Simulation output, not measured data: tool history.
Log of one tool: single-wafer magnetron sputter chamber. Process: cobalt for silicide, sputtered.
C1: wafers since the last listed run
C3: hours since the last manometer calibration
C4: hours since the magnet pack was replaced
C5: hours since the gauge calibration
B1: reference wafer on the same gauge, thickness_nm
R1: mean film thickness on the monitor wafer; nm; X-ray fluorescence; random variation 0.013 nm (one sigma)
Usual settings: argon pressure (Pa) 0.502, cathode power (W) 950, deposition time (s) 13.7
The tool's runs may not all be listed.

Run 1, day 0.000: usual settings; C1 0; wafers on the sputter target 3192; C3 2708.9; C4 6734.7; C5 92.5; B1 5.820. Result: R1 6.546 nm.
Run 2, day 1.108: usual settings; C1 592; wafers on the sputter target 3785; C3 2735.5; C4 6761.3; C5 119.1; B1 5.821. Result: R1 6.558 nm.
Run 3, day 2.425: usual settings; C1 703; wafers on the sputter target 4488; C3 2767.1; C4 6792.9; C5 150.7; B1 5.821. Result: R1 6.522 nm.
Run 4, day 3.462: usual settings but argon pressure (Pa) 0.418; C1 554; wafers on the sputter target 5042; C3 2792.0; C4 6817.8; C5 175.6; B1 5.821. Result: R1 6.738 nm.
Run 5, day 4.471: usual settings but argon pressure (Pa) 0.418; C1 538; wafers on the sputter target 5581; C3 2816.2; C4 6842.0; C5 199.8; B1 5.819. Result: R1 6.708 nm.
Run 6, day 4.975: usual settings but argon pressure (Pa) 0.418; C1 269; wafers on the sputter target 5850; C3 2828.3; C4 6854.1; C5 211.9; B1 5.824. Result: R1 6.722 nm.
Run 7, day 5.804: usual settings but deposition time (s) 12.8; C1 442; wafers on the sputter target 6293; C3 2848.2; C4 6874.0; C5 231.8; B1 5.821. Result: R1 6.120 nm.
Run 8, day 7.088: usual settings but deposition time (s) 12.8; C1 685; wafers on the sputter target 6979; C3 2879.0; C4 6904.8; C5 262.6; B1 5.819. Result: R1 6.102 nm.
Run 9, day 7.892: usual settings but deposition time (s) 12.8; C1 429; wafers on the sputter target 7408; C3 2898.3; C4 6924.1; C5 281.9; B1 5.821. Result: R1 6.060 nm.
At day 8.450: sputter target and shields replaced.
Run 10, day 9.208: usual settings but cathode power (W) 1150; C1 525; wafers on the sputter target 404; C3 2929.9; C4 6955.7; C5 313.5; B1 5.819. Result: R1 7.988 nm.
Run 11, day 10.546: usual settings but cathode power (W) 1150; C1 714; wafers on the sputter target 1119; C3 2962.0; C4 6987.8; C5 345.6; B1 5.820. Result: R1 7.946 nm.
Run 12, day 11.992: usual settings but cathode power (W) 1150; C1 772; wafers on the sputter target 1891; C3 2996.7; C4 7022.5; C5 380.3; B1 5.818. Result: R1 7.977 nm.
At day 13.104: gauge calibrated.
Run 13, day 13.229: usual settings but cathode power (W) 750; C1 661; wafers on the sputter target 2552; C3 3026.4; C4 7052.2; C5 3.0; B1 5.821. Result: R1 5.193 nm.
Run 14, day 14.467: usual settings; C1 661; wafers on the sputter target 3213; C3 3056.1; C4 7081.9; C5 32.7; B1 5.823. Result: R1 6.577 nm.
Run 15, day 15.596: usual settings; C1 603; wafers on the sputter target 3817; C3 3083.2; C4 7109.0; C5 59.8; B1 5.822. Result: R1 6.567 nm.
At day 16.054: capacitance manometer re-zeroed and calibrated.
At day 16.142: magnet pack replaced.
Run 16, day 16.683: usual settings but cathode power (W) 850; C1 358; wafers on the sputter target 4175; C3 15.1; C4 13.0; C5 85.9; B1 5.822. Result: R1 5.861 nm.
Run 17, day 17.362: usual settings; C1 362; wafers on the sputter target 4537; C3 31.4; C4 29.3; C5 102.2; B1 5.821. Result: R1 6.559 nm.
Run 18, day 17.904: usual settings; C1 289; wafers on the sputter target 4827; C3 44.4; C4 42.3; C5 115.2; B1 5.820. Result: R1 6.559 nm.
Run 19, day 18.583: usual settings but argon pressure (Pa) 0.569, cathode power (W) 800; C1 362; wafers on the sputter target 5190; C3 60.7; C4 58.6; C5 131.5; B1 5.816. Result: R1 5.390 nm.
Run 20, day 19.508: usual settings but deposition time (s) 15.0; C1 494; wafers on the sputter target 5684; C3 82.9; C4 80.8; C5 153.7; B1 5.819. Result: R1 7.151 nm.
Run 21, day 20.238: usual settings but cathode power (W) 850, deposition time (s) 14.4; C1 389; wafers on the sputter target 6073; C3 100.4; C4 98.3; C5 171.2; B1 5.821. Result: R1 6.156 nm.
Run 22, day 21.238: usual settings but cathode power (W) 750, deposition time (s) 12.8; C1 534; wafers on the sputter target 6607; C3 124.4; C4 122.3; C5 195.2; B1 5.820. Result: R1 4.806 nm.
At day 22.146: sputter target and shields replaced.
Run 23, day 22.504: usual settings but cathode power (W) 750, deposition time (s) 12.8; C1 498; wafers on the sputter target 191; C3 154.8; C4 152.7; C5 225.6; B1 5.818. Result: R1 4.867 nm.
Run 24, day 23.683: usual settings but argon pressure (Pa) 0.648; C1 629; wafers on the sputter target 821; C3 183.1; C4 181.0; C5 253.9; B1 5.820. Result: R1 6.278 nm.
Run 25, day 24.192: usual settings but argon pressure (Pa) 0.410, cathode power (W) 900, deposition time (s) 12.7; C1 271; wafers on the sputter target 1092; C3 195.3; C4 193.2; C5 266.1; B1 5.821. Result: R1 5.974 nm.
Run 26, day 25.071: usual settings; C1 469; wafers on the sputter target 1562; C3 216.4; C4 214.3; C5 287.2; B1 5.818. Result: R1 6.566 nm.
Run 27, day 26.746: usual settings but argon pressure (Pa) 0.413, cathode power (W) 1150, deposition time (s) 11.4; C1 894; wafers on the sputter target 2457; C3 256.6; C4 254.5; C5 327.4; B1 5.819. Result: R1 6.805 nm.
Run 28, day 27.612: usual settings; C1 462; wafers on the sputter target 2920; C3 277.4; C4 275.3; C5 348.2; B1 5.820. Result: R1 6.597 nm.
Run 29, day 28.617: usual settings but argon pressure (Pa) 0.556, cathode power (W) 1200, deposition time (s) 14.6; C1 536; wafers on the sputter target 3456; C3 301.5; C4 299.4; C5 372.3; B1 5.822. Result: R1 8.672 nm.
Run 30, day 29.125: usual settings but argon pressure (Pa) 0.341, cathode power (W) 1150, deposition time (s) 11.4; C1 271; wafers on the sputter target 3728; C3 313.7; C4 311.6; C5 384.5; B1 5.819. Result: R1 6.992 nm.
At day 29.762: gauge calibrated.
Run 31, day 29.942: usual settings but argon pressure (Pa) 0.575, cathode power (W) 1150, deposition time (s) 16.2; C1 436; wafers on the sputter target 4164; C3 333.3; C4 331.2; C5 4.3; B1 5.819. Result: R1 9.143 nm.
Run 32, day 31.058: usual settings but argon pressure (Pa) 0.605, cathode power (W) 1000, deposition time (s) 16.1; C1 596; wafers on the sputter target 4760; C3 360.1; C4 358.0; C5 31.1; B1 5.818. Result: R1 7.841 nm.

Hidden state at the last listed run before each entry between runs and at the first one after, where it differs:
Between runs 9 and 10: sputter target and shields replaced (day 8.450)
  deposition rate above that of a new target (%): -1.22 -> -0.0453
  measured less the result without the state, R1: -0.074 -> -0.003 nm
Between runs 12 and 13: gauge calibrated (day 13.104)
  deposition rate above that of a new target (%): -0.117 -> -0.179
  measured less the result without the state, R1: -0.009 -> -0.009 nm
Between runs 15 and 16: capacitance manometer re-zeroed and calibrated (day 16.054); magnet pack replaced (day 16.142)
  deposition rate above that of a new target (%): -0.348 -> -0.448
  measured less the result without the state, R1: -0.023 -> -0.026 nm
Between runs 22 and 23: sputter target and shields replaced (day 22.146)
  deposition rate above that of a new target (%): -1.02 -> -0.0359
  measured less the result without the state, R1: -0.049 -> -0.002 nm
Between runs 30 and 31: gauge calibrated (day 29.762)
  deposition rate above that of a new target (%): -0.327 -> -0.399
  measured less the result without the state, R1: -0.023 -> -0.037 nm
